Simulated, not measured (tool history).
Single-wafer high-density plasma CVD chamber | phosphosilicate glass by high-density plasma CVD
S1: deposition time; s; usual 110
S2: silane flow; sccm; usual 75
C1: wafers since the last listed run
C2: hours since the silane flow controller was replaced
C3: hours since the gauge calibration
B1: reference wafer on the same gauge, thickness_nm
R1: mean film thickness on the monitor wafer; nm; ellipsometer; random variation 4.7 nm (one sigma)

run 1 hour=0 | S1=110 S2=75 | C1=0 C2=1013.6 C3=182.8 | B1=929.923 | R1=798.603
run 2 hour=57.9 | S1=110 S2=75 | C1=878 C2=1071.5 C3=240.7 | B1=929.858 | R1=800.992
run 3 hour=127.6 | S1=110 S2=69 | C1=1057 C2=1141.2 C3=310.4 | B1=930.685 | R1=744.166
run 4 hour=165.4 | S1=110 S2=75 | C1=573 C2=1179 C3=348.2 | B1=928.539 | R1=796.958
run 5 hour=232.5 | S1=110 S2=75 | C1=1017 C2=1246.1 C3=415.3 | B1=929.66 | R1=799.668
run 6 hour=279.6 | S1=110 S2=75 | C1=714 C2=1293.2 C3=462.4 | B1=929.313 | R1=803.316
run 7 hour=306.2 | S1=110 S2=75 | C1=403 C2=1319.8 C3=489 | B1=929.455 | R1=798.014
run 8 hour=367 | S1=110 S2=75 | C1=922 C2=1380.6 C3=549.8 | B1=929.928 | R1=794.427
run 9 hour=411.4 | S1=110 S2=75 | C1=673 C2=1425 C3=594.2 | B1=930.274 | R1=798.745
run 10 hour=574.6 | S1=110 S2=75 | C1=2475 C2=1588.2 C3=757.4 | B1=930.168 | R1=799.407
run 11 hour=684.1 | S1=110 S2=75 | C1=1661 C2=1697.7 C3=866.9 | B1=929.078 | R1=798.972
run 12 hour=729.2 | S1=117 S2=63 | C1=684 C2=1742.8 C3=912 | B1=928.29 | R1=743.222
-- hour=778 silane flow controller replaced
run 13 hour=782.2 | S1=110 S2=61 | C1=682 C2=4.2 C3=965 | B1=929.906 | R1=681.036
run 14 hour=846.2 | S1=93 S2=80 | C1=970 C2=68.2 C3=1029 | B1=929.461 | R1=716.177
run 15 hour=886.1 | S1=110 S2=75 | C1=605 C2=108.1 C3=1068.9 | B1=930.688 | R1=788.595
run 16 hour=917.8 | S1=130 S2=67 | C1=480 C2=139.8 C3=1100.6 | B1=930.598 | R1=864.941
-- hour=967.3 gauge calibrated
run 17 hour=986.5 | S1=97 S2=66 | C1=1042 C2=208.5 C3=19.2 | B1=930.788 | R1=642.785
run 18 hour=1053.4 | S1=89 S2=61 | C1=1014 C2=275.4 C3=86.1 | B1=930.892 | R1=551.184
run 19 hour=1107.8 | S1=110 S2=75 | C1=825 C2=329.8 C3=140.5 | B1=930.021 | R1=797.569
run 20 hour=1169.9 | S1=100 S2=81 | C1=942 C2=391.9 C3=202.6 | B1=930.846 | R1=776.425
run 21 hour=1197.9 | S1=110 S2=75 | C1=424 C2=419.9 C3=230.6 | B1=929.462 | R1=802.06
run 22 hour=1239.2 | S1=100 S2=81 | C1=626 C2=461.2 C3=271.9 | B1=929.693 | R1=779.238

3 ways to go on from here, each from the tool as it stands after run 22. What would each give?
run A hour=1239.6 | S1=110 S2=80 | C1=6 C2=461.6 C3=272.3 | B1=? | R1=?
run B hour=1239.6 | S1=110 S2=68 | C1=6 C2=461.6 C3=272.3 | B1=? | R1=?
run C hour=1239.6 | S1=90 S2=69 | C1=6 C2=461.6 C3=272.3 | B1=? | R1=?

run=A B1=929.263 R1=843.964
run=B B1=929.263 R1=744.443
run=C B1=929.263 R1=615.875
Without the tool's hidden state the same runs would have given:
run=A R1=843.964
run=B R1=744.443
run=C R1=615.875
